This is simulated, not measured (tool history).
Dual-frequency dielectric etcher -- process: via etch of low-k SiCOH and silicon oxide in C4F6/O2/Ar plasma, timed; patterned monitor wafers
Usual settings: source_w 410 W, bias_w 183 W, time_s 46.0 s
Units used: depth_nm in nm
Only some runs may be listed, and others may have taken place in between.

run,day,source_w,bias_w,time_s,wafers since the last listed run,hours since the last wet clean,hours since the last source power generator calibration,hours since the last bias power generator calibration,hours since the last upper electrode change,hours since the gauge calibration,"read-back reference wafer on the same gauge, depth_nm",depth_nm
1,0.000,410,183,46.0,0,358.1,2052.0,3032.4,4881.1,917.3,144.9,123.9
2,1.808,410,183,46.0,659,401.5,2095.4,3075.8,4924.5,960.7,145.0,124.0
# day 7.267: wet clean of the chamber
3,7.533,410,183,46.0,1722,6.4,2232.8,3213.2,5061.9,1098.1,145.5,123.7
4,9.600,410,183,46.0,753,56.0,2282.4,3262.8,5111.5,1147.7,145.4,124.6
5,12.279,410,183,46.0,976,120.3,2346.7,3327.1,5175.8,1212.0,145.5,124.4
6,13.538,410,183,46.0,458,150.5,2376.9,3357.3,5206.0,1242.2,145.7,123.7
# day 17.146: upper electrode replaced
7,17.167,410,183,46.0,958,237.6,2464.0,3444.4,0.5,1329.3,145.9,124.4
8,20.175,410,183,46.0,1096,309.8,2536.2,3516.6,72.7,1401.5,146.1,124.2
9,22.921,410,183,46.0,1001,375.7,2602.1,3582.5,138.6,1467.4,146.2,124.1
# day 23.992: bias power generator calibrated
10,24.354,380,212,46.0,461,410.1,2636.5,8.7,173.0,1501.8,146.4,124.0
11,26.050,410,183,46.0,618,450.8,2677.2,49.4,213.7,1542.5,146.5,124.9
# day 26.446: gauge calibrated
12,27.108,410,183,46.0,385,476.2,2702.6,74.8,239.1,15.9,142.9,121.7
# day 29.125: wet clean of the chamber
13,29.692,380,228,55.5,577,13.6,2764.6,136.8,301.1,77.9,143.3,147.4
14,31.292,330,171,46.0,583,52.0,2803.0,175.2,339.5,116.3,143.2,109.7
15,32.496,410,183,46.0,439,80.9,2831.9,204.1,368.4,145.2,143.2,121.8
16,34.221,350,162,55.5,629,122.3,2873.3,245.5,409.8,186.6,143.5,134.1
17,36.079,370,169,51.0,677,166.9,2917.9,290.1,454.4,231.2,143.5,127.9
# day 38.392: source power generator calibrated
18,38.412,410,183,46.0,790,222.9,0.5,346.1,510.4,287.2,143.7,122.8
19,46.346,500,137,46.0,2892,413.3,190.9,536.5,700.8,477.6,144.0,127.7
20,49.196,410,183,46.0,1039,481.7,259.3,604.9,769.2,546.0,144.3,122.8
21,50.454,410,198,34.0,458,511.9,289.5,635.1,799.4,576.2,144.3,92.7
# day 51.567: wet clean of the chamber
22,52.812,330,199,55.0,495,29.9,346.1,691.7,856.0,632.8,144.6,137.0
23,55.479,360,219,32.5,972,93.9,410.1,755.7,920.0,696.8,144.7,84.9
24,57.562,410,143,58.5,759,143.9,460.1,805.7,970.0,746.8,144.8,151.0
25,59.117,410,183,46.0,566,181.2,497.4,843.0,1007.3,784.1,144.9,123.6
26,60.579,450,150,59.0,533,216.3,532.5,878.1,1042.4,819.2,145.1,159.4
27,64.067,410,183,46.0,1271,300.0,616.2,961.8,1126.1,902.9,145.1,124.0
28,66.662,490,183,46.0,946,362.3,678.5,1024.1,1188.4,965.2,145.3,133.9
29,68.050,500,212,53.5,505,395.6,711.8,1057.4,1221.7,998.5,145.4,161.0
30,70.346,410,183,56.5,837,450.7,766.9,1112.5,1276.8,1053.6,145.5,152.3

Subtracting, for every run, the result it would have given without the tool's unlogged condition from the measured result gives the following. The same run-to-run variation enters both numbers; the gauge's scatter may not:
The hidden state here: etch rate over this chamber's usual, %; source power that arrives over what is set, %; bias power that arrives over what is set, %; gauge reads high (%).
run,depth_nm
1,+2.5
2,+2.6
3,+2.8
4,+2.9
5,+3.1
6,+3.1
7,+3.3
8,+3.5
9,+3.6
10,+3.7
11,+3.8
12,+0.9
13,+1.2
14,+0.9
15,+1.2
16,+1.3
17,+1.3
18,+1.5
19,+1.9
20,+2.0
21,+1.5
22,+2.4
23,+1.5
24,+2.9
25,+2.5
26,+3.3
27,+2.8
28,+3.1
29,+3.8
30,+3.7
